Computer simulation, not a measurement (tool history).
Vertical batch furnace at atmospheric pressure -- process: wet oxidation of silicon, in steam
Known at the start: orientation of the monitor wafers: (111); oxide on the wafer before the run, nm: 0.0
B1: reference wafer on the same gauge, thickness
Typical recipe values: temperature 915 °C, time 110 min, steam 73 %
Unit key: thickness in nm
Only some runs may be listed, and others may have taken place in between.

run 1 hour=0 | temperature=915 time=110 steam=73 | B1=278.05 | thickness=314.78
run 2 hour=31.6 | temperature=915 time=110 steam=73 | B1=279.5 | thickness=315.57
run 3 hour=86.1 | temperature=915 time=110 steam=70 | B1=278.87 | thickness=303.43
run 4 hour=239.5 | temperature=915 time=110 steam=73 | B1=279.5 | thickness=312.9
run 5 hour=283.2 | temperature=915 time=110 steam=73 | B1=278.79 | thickness=314.11
run 6 hour=341.4 | temperature=915 time=110 steam=73 | B1=279.01 | thickness=314.02
run 7 hour=388.9 | temperature=915 time=110 steam=73 | B1=278.61 | thickness=312.61
run 8 hour=417.1 | temperature=915 time=110 steam=73 | B1=278.46 | thickness=313.43
run 9 hour=470 | temperature=915 time=110 steam=73 | B1=278.96 | thickness=312.68
-- hour=514.3 thermocouples replaced and temperature profile calibrated
run 10 hour=514.8 | temperature=915 time=110 steam=73 | B1=279.54 | thickness=311.43
run 11 hour=572.9 | temperature=915 time=110 steam=73 | B1=278.9 | thickness=311.07
-- hour=575.4 gauge calibrated
run 12 hour=644 | temperature=915 time=110 steam=73 | B1=278.93 | thickness=311.7
run 13 hour=715.3 | temperature=935 time=110 steam=73 | B1=279.03 | thickness=368.09
run 14 hour=745.7 | temperature=915 time=110 steam=67 | B1=279.06 | thickness=292.41
run 15 hour=799.8 | temperature=915 time=110 steam=67 | B1=279.95 | thickness=293.99
run 16 hour=859.3 | temperature=915 time=110 steam=67 | B1=278.97 | thickness=292.1
run 17 hour=906.7 | temperature=915 time=110 steam=67 | B1=279.05 | thickness=294.16
run 18 hour=967.7 | temperature=903 time=110 steam=73 | B1=279.18 | thickness=278.8
run 19 hour=1014.6 | temperature=894 time=160 steam=68 | B1=279.51 | thickness=317.41

Expected results for the next run?
-- hour=1089.3 steam generator serviced
run 20 hour=1089.8 | temperature=915 time=110 steam=70 | B1=? | thickness=?

For run 20 the tool returned B1 278.3, thickness 320.68 nm.
If the tool had no hidden condition, the same run with the same run-to-run variation would have returned thickness 320.88 nm.
